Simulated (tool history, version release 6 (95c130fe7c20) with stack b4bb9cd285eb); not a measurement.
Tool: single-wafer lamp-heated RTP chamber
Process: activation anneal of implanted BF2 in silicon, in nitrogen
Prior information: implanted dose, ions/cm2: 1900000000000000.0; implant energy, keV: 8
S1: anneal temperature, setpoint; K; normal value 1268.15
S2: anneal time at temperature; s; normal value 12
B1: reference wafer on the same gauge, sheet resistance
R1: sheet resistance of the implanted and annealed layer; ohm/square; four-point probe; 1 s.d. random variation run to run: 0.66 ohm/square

Run 1, hour 0: usual settings; B1 298.73. Result: R1 275.27 ohm/square.
Run 2, hour 41.1: usual settings; B1 298.83. Result: R1 282.94 ohm/square.
Run 3, hour 98.7: usual settings but S1 1255.15 K; B1 299.2. Result: R1 318.48 ohm/square.
Run 4, hour 137.7: usual settings but S1 1280.15 K, S2 16 s; B1 298.95. Result: R1 227.09 ohm/square.
Run 5, hour 178.2: usual settings but S1 1280.15 K, S2 16 s; B1 298.79. Result: R1 226.12 ohm/square.
Run 6, hour 203.8: usual settings but S1 1280.15 K, S2 16 s; B1 299.03. Result: R1 226.85 ohm/square.
Run 7, hour 273.5: usual settings; B1 298.88. Result: R1 276.34 ohm/square.
Run 8, hour 336.1: usual settings but S2 14 s; B1 299.07. Result: R1 265.48 ohm/square.
Run 9, hour 382: usual settings but S2 14 s; B1 298.87. Result: R1 264.61 ohm/square.
Run 10, hour 423.5: usual settings but S1 1291.15 K, S2 8 s; B1 299.08. Result: R1 241.37 ohm/square.
Run 11, hour 459.7: usual settings but S1 1291.15 K, S2 8 s; B1 299.11. Result: R1 247.68 ohm/square.
Run 12, hour 527.6: usual settings but S1 1291.15 K, S2 8 s; B1 299.04. Result: R1 245.37 ohm/square.
Run 13, hour 688.3: usual settings but S2 15 s; B1 298.94. Result: R1 257.04 ohm/square.
Run 14, hour 720.9: usual settings but S2 15 s; B1 298.91. Result: R1 257.15 ohm/square.
Run 15, hour 749.5: usual settings but S2 15 s; B1 299.1. Result: R1 255.99 ohm/square.
Run 16, hour 809.1: usual settings but S1 1276.15 K; B1 298.84. Result: R1 255.68 ohm/square.
Run 17, hour 856: usual settings but S1 1259.15 K, S2 7 s; B1 298.74. Result: R1 333.67 ohm/square.
Run 18, hour 883.3: usual settings but S1 1284.15 K; B1 299.06. Result: R1 235.37 ohm/square.
Run 19, hour 918.4: usual settings but S1 1287.15 K; B1 298.72. Result: R1 235.4 ohm/square.
Run 20, hour 944.2: usual settings; B1 298.97. Result: R1 283.62 ohm/square.
Run 21, hour 1014.1: usual settings; B1 299.13. Result: R1 281.03 ohm/square.
Run 22, hour 1074.6: usual settings but S1 1246.15 K, S2 16 s; B1 299.08. Result: R1 326.53 ohm/square.
Run 23, hour 1133: usual settings but S1 1278.15 K; B1 299.08. Result: R1 251.29 ohm/square.
Run 24, hour 1175.2: usual settings; B1 298.9. Result: R1 277.4 ohm/square.
Run 25, hour 1239.9: usual settings but S1 1294.15 K, S2 16 s; B1 298.98. Result: R1 193.96 ohm/square.
Run 26, hour 1304.5: usual settings but S1 1251.15 K, S2 14 s; B1 299.07. Result: R1 324.79 ohm/square.
Run 27, hour 1345.3: usual settings but S1 1279.15 K; B1 298.9. Result: R1 251.69 ohm/square.
Run 28, hour 1428.2: usual settings; B1 298.78. Result: R1 277.19 ohm/square.
Run 29, hour 1481.3: usual settings but S1 1246.15 K, S2 18 s; B1 298.73. Result: R1 314.21 ohm/square.
Run 30, hour 1526.6: usual settings but S1 1248.15 K, S2 8 s; B1 299.28. Result: R1 361.7 ohm/square.
Run 31, hour 1553.4: usual settings; B1 298.95. Result: R1 278.39 ohm/square.
Run 32, hour 1593: usual settings but S1 1253.15 K, S2 17 s; B1 299.17. Result: R1 298.8 ohm/square.
Run 33, hour 1644.9: usual settings but S1 1245.15 K, S2 10 s; B1 298.89. Result: R1 356.97 ohm/square.
Run 34, hour 1674.7: usual settings but S1 1291.15 K, S2 9 s; B1 299.09. Result: R1 237.26 ohm/square.
Run 35, hour 1713.2: usual settings but S1 1241.15 K, S2 17 s; B1 299.12. Result: R1 335.65 ohm/square.
Run 36, hour 1753.9: usual settings but S1 1280.15 K, S2 6 s; B1 298.88. Result: R1 294.96 ohm/square.

Between the runs listed above, the log contained 8 entries, not reproduced here. Where in the sequence does each belong, and how does what the log doesn't record of the tool's condition differ from the listed run before to the listed run after?
From run 1 to run 2: pyrometer window cleaned and pyrometer calibrated (hour 20.9)
  true wafer temperature minus pyrometer reading, K: 3.63 -> 0.594; wafer temperature error from the tarnished reflector plate, K: 0.32 -> 0.348
  the result without the hidden state subtracted from the measured one, R1: -10.99 -> -2.64 ohm/square
From run 10 to run 11: pyrometer window cleaned and pyrometer calibrated (hour 451.7)
  true wafer temperature minus pyrometer reading, K: 3.22 -> 0.509; wafer temperature error from the tarnished reflector plate, K: 0.986 -> 1.08
  the result without the hidden state subtracted from the measured one, R1: -10.17 -> -3.86 ohm/square
From run 14 to run 15: gauge calibrated (hour 737.4)
  true wafer temperature minus pyrometer reading, K: 3.07 -> 3.16; wafer temperature error from the tarnished reflector plate, K: 1.95 -> 2.07
  the result without the hidden state subtracted from the measured one, R1: -14.15 -> -14.69 ohm/square
From run 15 to run 16: reflector plate cleaned (hour 777.5)
  true wafer temperature minus pyrometer reading, K: 3.16 -> 3.3; wafer temperature error from the tarnished reflector plate, K: 2.07 -> 0.048
  the result without the hidden state subtracted from the measured one, R1: -14.69 -> -8.82 ohm/square
From run 18 to run 19: pyrometer window cleaned and pyrometer calibrated (hour 903.5)
  true wafer temperature minus pyrometer reading, K: 3.42 -> 0.337; wafer temperature error from the tarnished reflector plate, K: 0.0718 -> 0.0919
  the result without the hidden state subtracted from the measured one, R1: -8.66 -> -1.05 ohm/square
From run 25 to run 26: pyrometer window cleaned and pyrometer calibrated (hour 1304)
  true wafer temperature minus pyrometer reading, K: 2.95 -> 0.136; wafer temperature error from the tarnished reflector plate, K: 0.544 -> 0.693
  the result without the hidden state subtracted from the measured one, R1: -7.33 -> -2.64 ohm/square
From run 29 to run 30: reflector plate cleaned (hour 1519)
  true wafer temperature minus pyrometer reading, K: 2.4 -> 2.66; wafer temperature error from the tarnished reflector plate, K: 1.2 -> 0.0264
  the result without the hidden state subtracted from the measured one, R1: -11.78 -> -8.19 ohm/square
From run 35 to run 36: pyrometer window cleaned and pyrometer calibrated (hour 1738.8)
  true wafer temperature minus pyrometer reading, K: 3.18 -> 0.489; wafer temperature error from the tarnished reflector plate, K: 0.114 -> 0.155
  the result without the hidden state subtracted from the measured one, R1: -11.04 -> -1.61 ohm/square
